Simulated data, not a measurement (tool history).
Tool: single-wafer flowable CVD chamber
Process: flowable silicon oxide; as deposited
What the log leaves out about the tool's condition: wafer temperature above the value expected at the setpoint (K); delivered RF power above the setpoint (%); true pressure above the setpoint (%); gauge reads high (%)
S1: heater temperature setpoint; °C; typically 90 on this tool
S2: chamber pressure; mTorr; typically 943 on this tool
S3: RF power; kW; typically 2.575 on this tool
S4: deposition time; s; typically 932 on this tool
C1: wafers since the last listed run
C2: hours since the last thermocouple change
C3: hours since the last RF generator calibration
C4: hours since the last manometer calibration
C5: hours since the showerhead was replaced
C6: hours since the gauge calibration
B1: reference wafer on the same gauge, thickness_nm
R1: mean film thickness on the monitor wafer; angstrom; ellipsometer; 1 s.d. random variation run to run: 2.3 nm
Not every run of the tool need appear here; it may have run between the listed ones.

Run 1, day 0.000: usual settings but S1 95 °C; C1 0; C2 2272.6; C3 39.7; C4 1237.3; C5 4799.7; C6 2113.4; B1 900.251. Result: R1 8430.20 angstrom.
At day 1.788: gauge calibrated.
Run 2, day 2.508: usual settings but S1 96 °C, S2 776 mTorr; C1 107; C2 2332.8; C3 99.9; C4 1297.5; C5 4859.9; C6 17.3; B1 899.568. Result: R1 6806.60 angstrom.
At day 3.933: capacitance manometer re-zeroed and calibrated.
Run 3, day 4.862: usual settings; C1 86; C2 2389.3; C3 156.4; C4 22.3; C5 4916.4; C6 73.8; B1 899.703. Result: R1 9990.94 angstrom.
Run 4, day 6.683: usual settings; C1 77; C2 2433.0; C3 200.1; C4 66.0; C5 4960.1; C6 117.5; B1 901.490. Result: R1 10011.08 angstrom.
Run 5, day 9.067: usual settings; C1 101; C2 2490.2; C3 257.3; C4 123.2; C5 5017.3; C6 174.7; B1 901.490. Result: R1 10049.97 angstrom.
Run 6, day 10.858: usual settings but S1 80 °C; C1 76; C2 2533.2; C3 300.3; C4 166.2; C5 5060.3; C6 217.7; B1 900.242. Result: R1 13582.57 angstrom.
Run 7, day 12.271: usual settings but S4 848 s; C1 60; C2 2567.1; C3 334.2; C4 200.1; C5 5094.2; C6 251.6; B1 900.464. Result: R1 9160.70 angstrom.
Run 8, day 15.142: usual settings; C1 122; C2 2636.0; C3 403.1; C4 269.0; C5 5163.1; C6 320.5; B1 900.082. Result: R1 9988.33 angstrom.
Run 9, day 17.158: usual settings but S2 745 mTorr, S4 1030 s; C1 86; C2 2684.4; C3 451.5; C4 317.4; C5 5211.5; C6 368.9; B1 900.045. Result: R1 8807.11 angstrom.
At day 18.471: showerhead replaced.
Run 10, day 19.558: usual settings but S2 1119 mTorr, S3 3.000 kW, S4 1100 s; C1 88; C2 2742.0; C3 509.1; C4 375.0; C5 26.1; C6 426.5; B1 899.476. Result: R1 14229.15 angstrom.
Run 11, day 21.138: usual settings but S2 1035 mTorr, S3 2.095 kW, S4 849 s; C1 67; C2 2779.9; C3 547.0; C4 412.9; C5 64.0; C6 464.4; B1 900.199. Result: R1 9317.00 angstrom.
Run 12, day 22.862: usual settings; C1 73; C2 2821.3; C3 588.4; C4 454.3; C5 105.4; C6 505.8; B1 900.187. Result: R1 9981.10 angstrom.
Run 13, day 25.846: usual settings but S3 2.870 kW, S4 814 s; C1 127; C2 2892.9; C3 660.0; C4 525.9; C5 177.0; C6 577.4; B1 899.214. Result: R1 8902.23 angstrom.
Run 14, day 28.254: usual settings; C1 102; C2 2950.7; C3 717.8; C4 583.7; C5 234.8; C6 635.2; B1 900.122. Result: R1 9977.92 angstrom.
Run 15, day 29.654: usual settings but S2 1057 mTorr, S4 1039 s; C1 59; C2 2984.3; C3 751.4; C4 617.3; C5 268.4; C6 668.8; B1 899.992. Result: R1 12462.95 angstrom.
Run 16, day 31.954: usual settings but S1 102 °C, S2 1037 mTorr, S3 2.440 kW, S4 761 s; C1 98; C2 3039.5; C3 806.6; C4 672.5; C5 323.6; C6 724.0; B1 900.384. Result: R1 5911.08 angstrom.
Run 17, day 33.488: usual settings but S4 780 s; C1 65; C2 3076.3; C3 843.4; C4 709.3; C5 360.4; C6 760.8; B1 899.946. Result: R1 8376.33 angstrom.
At day 34.279: thermocouple changed; heater temperature recalibrated.
Run 18, day 35.804: usual settings but S1 100 °C, S2 1087 mTorr, S3 2.910 kW, S4 864 s; C1 84; C2 36.6; C3 899.0; C4 764.9; C5 416.0; C6 816.4; B1 899.675. Result: R1 7960.60 angstrom.
Run 19, day 36.967: usual settings; C1 49; C2 64.5; C3 926.9; C4 792.8; C5 443.9; C6 844.3; B1 899.473. Result: R1 10282.36 angstrom.
Run 20, day 38.783: usual settings but S2 1122 mTorr, S3 2.405 kW, S4 805 s; C1 77; C2 108.1; C3 970.5; C4 836.4; C5 487.5; C6 887.9; B1 899.669. Result: R1 10289.07 angstrom.
Run 21, day 40.908: usual settings but S2 1045 mTorr, S3 2.180 kW; C1 90; C2 159.1; C3 1021.5; C4 887.4; C5 538.5; C6 938.9; B1 900.442. Result: R1 10759.79 angstrom.
Run 22, day 42.517: usual settings but S2 1119 mTorr, S3 3.000 kW, S4 1100 s; C1 68; C2 197.7; C3 1060.1; C4 926.0; C5 577.1; C6 977.5; B1 899.834. Result: R1 14531.81 angstrom.
Run 23, day 45.029: usual settings but S1 97 °C, S2 870 mTorr, S3 2.215 kW, S4 1061 s; C1 107; C2 258.0; C3 1120.4; C4 986.3; C5 637.4; C6 1037.8; B1 899.520. Result: R1 8176.34 angstrom.
Run 24, day 46.521: usual settings but S1 86 °C; C1 63; C2 293.8; C3 1156.2; C4 1022.1; C5 673.2; C6 1073.6; B1 901.490. Result: R1 11535.92 angstrom.
Run 25, day 48.050: usual settings; C1 65; C2 330.5; C3 1192.9; C4 1058.8; C5 709.9; C6 1110.3; B1 899.940. Result: R1 10207.33 angstrom.
Run 26, day 51.038: usual settings but S2 854 mTorr, S4 1110 s; C1 127; C2 402.2; C3 1264.6; C4 1130.5; C5 781.6; C6 1182.0; B1 899.644. Result: R1 11030.53 angstrom.
Run 27, day 53.767: usual settings but S2 820 mTorr, S3 2.280 kW; C1 116; C2 467.7; C3 1330.1; C4 1196.0; C5 847.1; C6 1247.5; B1 899.560. Result: R1 8629.02 angstrom.
Run 28, day 56.325: usual settings but S1 83 °C, S2 839 mTorr, S3 2.845 kW, S4 983 s; C1 109; C2 529.1; C3 1391.5; C4 1257.4; C5 908.5; C6 1308.9; B1 900.990. Result: R1 12003.20 angstrom.
Run 29, day 57.383: usual settings but S2 768 mTorr, S3 2.905 kW, S4 766 s; C1 45; C2 554.5; C3 1416.9; C4 1282.8; C5 933.9; C6 1334.3; B1 900.746. Result: R1 7000.89 angstrom.

What if the next run were any one of these 3? Each begins from the tool's condition after run 29:
Run A, day 57.412: usual settings but S3 2.995 kW; C1 1; C2 555.2; C3 1417.6; C4 1283.5; C5 934.6; C6 1335.0; B1 ?. Result: R1 ?.
Run B, day 57.412: usual settings but S1 97 °C, S2 737 mTorr, S4 751 s; C1 1; C2 555.2; C3 1417.6; C4 1283.5; C5 934.6; C6 1335.0; B1 ?. Result: R1 ?.
Run C, day 57.412: usual settings but S1 104 °C, S3 3.040 kW, S4 1059 s; C1 1; C2 555.2; C3 1417.6; C4 1283.5; C5 934.6; C6 1335.0; B1 ?. Result: R1 ?.

run       B1        R1
  A  899.987  10422.79
  B  899.987   5132.82
  C  899.987   7427.07
With the hidden condition removed and each run's random variation left untouched, the same runs would have given:
run        R1
  A  10606.89
  B   5220.05
  C   7556.00
